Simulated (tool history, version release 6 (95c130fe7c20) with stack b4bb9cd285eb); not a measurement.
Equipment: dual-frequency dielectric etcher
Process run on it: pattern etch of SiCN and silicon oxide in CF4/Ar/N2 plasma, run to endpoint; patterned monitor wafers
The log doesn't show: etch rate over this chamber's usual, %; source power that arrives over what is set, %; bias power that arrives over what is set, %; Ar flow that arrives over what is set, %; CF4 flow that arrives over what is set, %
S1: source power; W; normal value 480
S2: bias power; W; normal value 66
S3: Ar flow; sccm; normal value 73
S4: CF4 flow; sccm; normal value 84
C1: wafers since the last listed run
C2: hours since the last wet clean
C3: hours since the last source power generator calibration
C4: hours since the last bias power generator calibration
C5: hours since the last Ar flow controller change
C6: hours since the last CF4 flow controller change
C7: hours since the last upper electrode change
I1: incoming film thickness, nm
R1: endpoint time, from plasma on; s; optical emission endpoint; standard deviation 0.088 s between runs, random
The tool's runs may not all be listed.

{"run": 1, "hour": 0.0, "S1": 480, "S2": 66, "S3": 73, "S4": 84, "C1": 0, "C2": 411.7, "C3": 3795.9, "C4": 3000, "C5": 4716.3, "C6": 2487.2, "C7": 5240.5, "I1": 17.61, "R1": 17.6}
{"run": 2, "hour": 31.0, "S1": 480, "S2": 66, "S3": 73, "S4": 84, "C1": 632, "C2": 442.7, "C3": 3826.9, "C4": 3031, "C5": 4747.3, "C6": 2518.2, "C7": 5271.5, "I1": 17.49, "R1": 17.5}
{"run": 3, "hour": 45.7, "S1": 390, "S2": 71, "S3": 73, "S4": 84, "C1": 299, "C2": 457.4, "C3": 3841.6, "C4": 3045.7, "C5": 4762, "C6": 2532.9, "C7": 5286.2, "I1": 17.45, "R1": 19.6}
{"run": 4, "hour": 73.0, "S1": 390, "S2": 71, "S3": 73, "S4": 84, "C1": 557, "C2": 484.7, "C3": 3868.9, "C4": 3073, "C5": 4789.3, "C6": 2560.2, "C7": 5313.5, "I1": 17.59, "R1": 19.6}
{"hour": 111.8, "done": "upper electrode replaced"}
{"run": 5, "hour": 112.3, "S1": 480, "S2": 66, "S3": 73, "S4": 84, "C1": 312, "C2": 524, "C3": 3908.2, "C4": 3112.3, "C5": 4828.6, "C6": 2599.5, "C7": 0.5, "I1": 17.44, "R1": 17.7}
{"run": 6, "hour": 115.9, "S1": 480, "S2": 53, "S3": 85, "S4": 84, "C1": 73, "C2": 527.6, "C3": 3911.8, "C4": 3115.9, "C5": 4832.2, "C6": 2603.1, "C7": 4.1, "I1": 17.24, "R1": 18.8}
{"run": 7, "hour": 133.6, "S1": 580, "S2": 61, "S3": 88, "S4": 84, "C1": 361, "C2": 545.3, "C3": 3929.5, "C4": 3133.6, "C5": 4849.9, "C6": 2620.8, "C7": 21.8, "I1": 17.52, "R1": 16.3}
{"run": 8, "hour": 162.9, "S1": 590, "S2": 77, "S3": 73, "S4": 77, "C1": 597, "C2": 574.6, "C3": 3958.8, "C4": 3162.9, "C5": 4879.2, "C6": 2650.1, "C7": 51.1, "I1": 17.5, "R1": 15}
{"run": 9, "hour": 187.2, "S1": 480, "S2": 59, "S3": 83, "S4": 84, "C1": 495, "C2": 598.9, "C3": 3983.1, "C4": 3187.2, "C5": 4903.5, "C6": 2674.4, "C7": 75.4, "I1": 17.4, "R1": 18.4}
{"run": 10, "hour": 204.6, "S1": 410, "S2": 66, "S3": 73, "S4": 66, "C1": 355, "C2": 616.3, "C3": 4000.5, "C4": 3204.6, "C5": 4920.9, "C6": 2691.8, "C7": 92.8, "I1": 17.45, "R1": 20.4}
{"hour": 211.6, "done": "Ar flow controller replaced"}
{"run": 11, "hour": 216.9, "S1": 480, "S2": 66, "S3": 85, "S4": 84, "C1": 128, "C2": 628.6, "C3": 4012.8, "C4": 3216.9, "C5": 5.3, "C6": 2704.1, "C7": 105.1, "I1": 17.35, "R1": 17.8}
{"hour": 263.1, "done": "wet clean of the chamber"}
{"run": 12, "hour": 263.6, "S1": 480, "S2": 66, "S3": 61, "S4": 84, "C1": 463, "C2": 0.5, "C3": 4059.5, "C4": 3263.6, "C5": 52, "C6": 2750.8, "C7": 151.8, "I1": 17.43, "R1": 16.7}
{"run": 13, "hour": 276.1, "S1": 480, "S2": 66, "S3": 73, "S4": 84, "C1": 255, "C2": 13, "C3": 4072, "C4": 3276.1, "C5": 64.5, "C6": 2763.3, "C7": 164.3, "I1": 17.58, "R1": 17.1}
{"run": 14, "hour": 301.3, "S1": 560, "S2": 66, "S3": 91, "S4": 64, "C1": 514, "C2": 38.2, "C3": 4097.2, "C4": 3301.3, "C5": 89.7, "C6": 2788.5, "C7": 189.5, "I1": 17.38, "R1": 16.4}
{"run": 15, "hour": 328.1, "S1": 480, "S2": 66, "S3": 65, "S4": 84, "C1": 546, "C2": 65, "C3": 4124, "C4": 3328.1, "C5": 116.5, "C6": 2815.3, "C7": 216.3, "I1": 17.46, "R1": 16.8}
{"hour": 347.7, "done": "CF4 flow controller replaced"}
{"hour": 354.4, "done": "bias power generator calibrated"}
{"hour": 361.2, "done": "source power generator calibrated"}
{"run": 16, "hour": 361.7, "S1": 480, "S2": 66, "S3": 73, "S4": 98, "C1": 399, "C2": 98.6, "C3": 0.5, "C4": 7.3, "C5": 150.1, "C6": 14, "C7": 249.9, "I1": 17.54, "R1": 16.8}
{"run": 17, "hour": 388.2, "S1": 480, "S2": 66, "S3": 73, "S4": 84, "C1": 540, "C2": 125.1, "C3": 27, "C4": 33.8, "C5": 176.6, "C6": 40.5, "C7": 276.4, "I1": 17.4, "R1": 17}
{"run": 18, "hour": 419.8, "S1": 480, "S2": 80, "S3": 73, "S4": 66, "C1": 644, "C2": 156.7, "C3": 58.6, "C4": 65.4, "C5": 208.2, "C6": 72.1, "C7": 308, "I1": 17.61, "R1": 17}
{"run": 19, "hour": 453.0, "S1": 530, "S2": 66, "S3": 86, "S4": 97, "C1": 677, "C2": 189.9, "C3": 91.8, "C4": 98.6, "C5": 241.4, "C6": 105.3, "C7": 341.2, "I1": 17.53, "R1": 16.1}
{"run": 20, "hour": 470.8, "S1": 480, "S2": 80, "S3": 63, "S4": 92, "C1": 363, "C2": 207.7, "C3": 109.6, "C4": 116.4, "C5": 259.2, "C6": 123.1, "C7": 359, "I1": 17.7, "R1": 16.1}
{"run": 21, "hour": 499.6, "S1": 480, "S2": 74, "S3": 55, "S4": 84, "C1": 587, "C2": 236.5, "C3": 138.4, "C4": 145.2, "C5": 288, "C6": 151.9, "C7": 387.8, "I1": 17.51, "R1": 16.3}
{"run": 22, "hour": 512.2, "S1": 480, "S2": 66, "S3": 73, "S4": 84, "C1": 257, "C2": 249.1, "C3": 151, "C4": 157.8, "C5": 300.6, "C6": 164.5, "C7": 400.4, "I1": 17.43, "R1": 17.1}
{"run": 23, "hour": 543.9, "S1": 400, "S2": 62, "S3": 86, "S4": 68, "C1": 646, "C2": 280.8, "C3": 182.7, "C4": 189.5, "C5": 332.3, "C6": 196.2, "C7": 432.1, "I1": 17.52, "R1": 20.6}
{"run": 24, "hour": 563.3, "S1": 450, "S2": 50, "S3": 73, "S4": 91, "C1": 395, "C2": 300.2, "C3": 202.1, "C4": 208.9, "C5": 351.7, "C6": 215.6, "C7": 451.5, "I1": 17.54, "R1": 19.2}

Branching from run 24: 4 alternative next runs. What would each branch give?
{"run": "A", "hour": 563.7, "S1": 480, "S2": 66, "S3": 73, "S4": 84, "C1": 8, "C2": 300.6, "C3": 202.5, "C4": 209.3, "C5": 352.1, "C6": 216, "C7": 451.9, "I1": 17.49, "R1": "?"}
{"run": "B", "hour": 563.7, "S1": 480, "S2": 70, "S3": 79, "S4": 84, "C1": 8, "C2": 300.6, "C3": 202.5, "C4": 209.3, "C5": 352.1, "C6": 216, "C7": 451.9, "I1": 17.49, "R1": "?"}
{"run": "C", "hour": 563.7, "S1": 480, "S2": 79, "S3": 73, "S4": 92, "C1": 8, "C2": 300.6, "C3": 202.5, "C4": 209.3, "C5": 352.1, "C6": 216, "C7": 451.9, "I1": 17.49, "R1": "?"}
{"run": "D", "hour": 563.7, "S1": 480, "S2": 75, "S3": 64, "S4": 63, "C1": 8, "C2": 300.6, "C3": 202.5, "C4": 209.3, "C5": 352.1, "C6": 216, "C7": 451.9, "I1": 17.49, "R1": "?"}

run=A R1=17.4
run=B R1=17.3
run=C R1=16.4
run=D R1=17.3
Take away the tool's hidden state, keep each run's random variation, and the runs would have read:
run=A R1=17.2
run=B R1=17.1
run=C R1=16.3
run=D R1=17.1
